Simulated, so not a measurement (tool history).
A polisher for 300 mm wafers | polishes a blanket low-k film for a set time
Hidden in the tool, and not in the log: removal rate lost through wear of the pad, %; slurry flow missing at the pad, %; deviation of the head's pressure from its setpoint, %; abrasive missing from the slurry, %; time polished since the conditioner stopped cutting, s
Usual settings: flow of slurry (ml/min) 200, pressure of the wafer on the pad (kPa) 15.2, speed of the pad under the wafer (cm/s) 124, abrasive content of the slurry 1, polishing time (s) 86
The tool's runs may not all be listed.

run     day  flow of slurry (ml/min)  pressure of the wafer on the pad (kPa)  speed of the pad under the wafer (cm/s)  abrasive content of the slurry  polishing time (s)  wafers since the last listed run  wafers polished on this pad  hours since the slurry nozzle was cleaned  hours since the head pressure was calibrated  hours since the slurry blender was calibrated  hours since the conditioning disc was replaced  incoming thickness of the incoming film, nm  film removed (Å)
  1       0                      200                                    15.2                                      124                               1                  86                                 0                          397                                       97.6                                         785.5                                          260.2                                             281                                        310.4               528
  2   0.321                      200                                    15.2                                      124                               1                  86                                75                          473                                      105.3                                         793.2                                          267.9                                           288.7                                        312.2               530
  3    0.65                      240                                    15.2                                      124                               1                  86                                77                          551                                      113.2                                         801.1                                          275.8                                           296.6                                        313.2               544
  4   1.017                      200                                    15.2                                      124                               1                  86                                86                          638                                        122                                         809.9                                          284.6                                           305.4                                        310.2               527
  5   1.383                      200                                    15.2                                      124                               1                  77                                86                          725                                      130.8                                         818.7                                          293.4                                           314.2                                        311.7               473
  6   1.692                      200                                    15.2                                      124                               1                  77                                72                          798                                      138.2                                         826.1                                          300.8                                           321.6                                          307               466
  7   2.071                      200                                    15.2                                      124                               1                  77                                89                          887                                      147.3                                         835.2                                          309.9                                           330.7                                        311.3               473
      2.404  -- worn pad replaced by a new one
  8   2.562                      200                                    15.2                                       98                               1                  86                                76                           37                                      159.1                                           847                                          321.7                                           342.5                                        311.8               439
      3.929  -- slurry blender recalibrated
  9   4.325                      200                                    15.2                                      124                               1                  86                               397                          434                                      201.4                                         889.3                                            9.5                                           384.8                                        307.5               522
 10    5.05                      150                                    15.2                                      124                               1                  86                               171                          606                                      218.8                                         906.7                                           26.9                                           402.2                                        312.6               498
 11   5.567                      200                                    15.2                                      124                               1                  86                               122                          728                                      231.2                                         919.1                                           39.3                                           414.6                                        307.2               523
      6.029  -- slurry nozzle cleaned
 12   6.083                      200                                    15.2                                      124                               1                  86                               112                          841                                        1.3                                         931.5                                           51.7                                             427                                        304.2               526
      6.221  -- conditioning disc replaced and pad reconditioned
      6.238  -- head pressure recalibrated
      6.467  -- worn pad replaced by a new one
 13   6.488                      200                                    17.2                                      124                               1                  86                                33                            5                                         11                                             6                                           61.4                                             6.4                                        313.1               627
 14   7.425                      200                                    15.2                                      124                               1                  77                               221                          226                                       33.5                                          28.5                                           83.9                                            28.9                                        308.4               496
 15   7.962                      200                                    15.2                                      136                               1                  86                               127                          354                                       46.4                                          41.4                                           96.8                                            41.8                                        306.5               589
 16   8.658                      240                                    15.2                                       84                             1.3                  86                               164                          518                                       63.1                                          58.1                                          113.5                                            58.5                                        310.5               464
 17   9.058                      225                                    15.2                                      124                             1.2                  57                                94                          613                                       72.7                                          67.7                                          123.1                                            68.1                                        314.2               396
 18   9.575                      240                                    19.3                                      152                               1                 103                               122                          735                                       85.1                                          80.1                                          135.5                                            80.5                                        310.3               988
 19  10.129                      200                                    16.5                                      146                               1                  69                               131                          866                                       98.4                                          93.4                                          148.8                                            93.8                                        304.4               531
     10.617  -- worn pad replaced by a new one
 20  10.638                      200                                    15.2                                      124                               1                  64                                80                            5                                      110.6                                         105.6                                            161                                             106                                        307.3               403

Forecast each of these 3 alternatives for the next run:
  A  10.654                      200                                    15.2                                      124                               1                 101                                 3                            9                                        111                                           106                                          161.4                                           106.4                                        312.6                 ?
  B  10.654                      200                                    15.2                                      160                               1                  86                                 3                            9                                        111                                           106                                          161.4                                           106.4                                        312.6                 ?
  C  10.654                      245                                    15.2                                      136                             0.8                  86                                 3                            9                                        111                                           106                                          161.4                                           106.4                                        312.6                 ?

run  film removed (Å)
  A               629
  B               651
  C               521
Without the tool's hidden state the same runs would have given:
run  film removed (Å)
  A               649
  B               678
  C               539

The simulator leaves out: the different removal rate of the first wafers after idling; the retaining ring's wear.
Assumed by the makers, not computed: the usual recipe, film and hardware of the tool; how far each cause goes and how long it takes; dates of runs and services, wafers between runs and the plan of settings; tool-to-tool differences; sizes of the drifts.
